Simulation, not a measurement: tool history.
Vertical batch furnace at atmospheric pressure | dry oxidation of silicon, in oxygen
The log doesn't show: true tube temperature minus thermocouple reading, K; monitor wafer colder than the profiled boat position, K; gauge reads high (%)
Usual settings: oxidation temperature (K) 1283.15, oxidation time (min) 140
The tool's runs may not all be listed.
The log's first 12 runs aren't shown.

run,hour,oxidation temperature (K),oxidation time (min),wafers since the last listed run,hours since the last temperature calibration,hours since the boat lift was adjusted,hours since the gauge calibration,"read-back reference wafer on the same gauge, thickness",oxide thickness on the monitor wafer (angstrom)
13,657.9,1283.15,162,847,2802.4,1396.8,554.5,116.99,1198.6
14,724.3,1283.15,162,1151,2868.8,1463.2,620.9,117,1197.7
15,783.4,1264.15,177,1024,2927.9,1522.3,680,117.07,1110.2
# hour 819.1: boat lift adjusted
16,845.3,1264.15,177,656,2989.8,26.2,741.9,117,1134
# hour 879.9: thermocouples replaced and temperature profile calibrated
17,884.3,1264.15,177,260,4.4,65.2,780.9,117.06,1109.8
18,929.3,1283.15,183,780,49.4,110.2,825.9,117.03,1284.9
19,967.5,1283.15,140,662,87.6,148.4,864.1,116.98,1105.8
# hour 968.9: gauge calibrated
20,1025,1283.15,140,996,145.1,205.9,56.1,116.98,1101.8
21,1093.4,1283.15,140,1185,213.5,274.3,124.5,116.98,1103.4
22,1145.7,1270.15,168,906,265.8,326.6,176.8,116.91,1110.7
23,1186.8,1283.15,140,712,306.9,367.7,217.9,117.12,1097.3
24,1215.9,1268.15,204,504,336,396.8,247,116.97,1217.8
25,1257.9,1273.15,113,728,378,438.8,289,117.05,925.3
26,1315,1292.15,115.5,989,435.1,495.9,346.1,117.02,1055.4
27,1374.3,1283.15,140,1027,494.4,555.2,405.4,117.02,1097.1

Run 28 comes next. What will it give?
28,1417.3,1296.15,79,745,537.4,598.2,448.4,?,?

{"run 28": {"read-back reference wafer on the same gauge, thickness": 117.01, "oxide thickness on the monitor wafer (angstrom)": 890}}
Without the tool's hidden state the same run would have given oxide thickness on the monitor wafer (angstrom) 895.1.
